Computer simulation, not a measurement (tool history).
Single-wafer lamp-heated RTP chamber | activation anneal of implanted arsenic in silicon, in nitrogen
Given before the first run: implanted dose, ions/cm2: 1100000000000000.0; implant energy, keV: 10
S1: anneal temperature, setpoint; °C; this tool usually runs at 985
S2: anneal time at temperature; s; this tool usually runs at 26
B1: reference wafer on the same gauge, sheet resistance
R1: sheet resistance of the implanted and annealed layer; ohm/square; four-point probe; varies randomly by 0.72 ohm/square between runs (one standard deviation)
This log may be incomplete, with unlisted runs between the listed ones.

run,day,S1,S2,B1,R1
1,0.000,995,33,124.96,121.91
2,2.958,995,33,124.91,119.91
3,6.712,985,26,125.01,131.50
# day 7.500: pyrometer window cleaned and pyrometer calibrated
4,8.504,985,26,125.19,137.77
5,11.475,962,26,125.06,150.84
6,14.754,977,26,125.03,137.35
7,18.883,977,26,125.08,134.88
8,21.979,977,26,125.06,135.24
# day 24.092: pyrometer window cleaned and pyrometer calibrated
# day 24.104: gauge calibrated
9,25.542,994,21,124.88,131.25
10,29.292,985,26,125.12,130.40
11,30.996,963,39,125.07,134.32
12,33.542,972,37,125.08,129.02
# day 34.467: reflector plate cleaned
13,36.550,1012,15,125.00,127.35
14,38.883,985,26,125.12,132.59
# day 40.738: pyrometer window cleaned and pyrometer calibrated
15,42.804,1010,39,125.02,111.56
16,44.458,985,26,124.95,134.01

Predict each of these 5 candidate next runs independently; none follows another, all start after run 16:
A,44.475,985,26,?,?
B,44.475,964,33,?,?
C,44.475,964,11,?,?
D,44.475,966,14,?,?
E,44.475,998,20,?,?

run,B1,R1
A,124.97,135.36
B,124.97,145.59
C,124.97,169.45
D,124.97,163.39
E,124.97,132.31
What these runs would have given with no unlogged condition in the tool:
run,R1
A,143.51
B,154.04
C,176.41
D,170.76
E,140.04
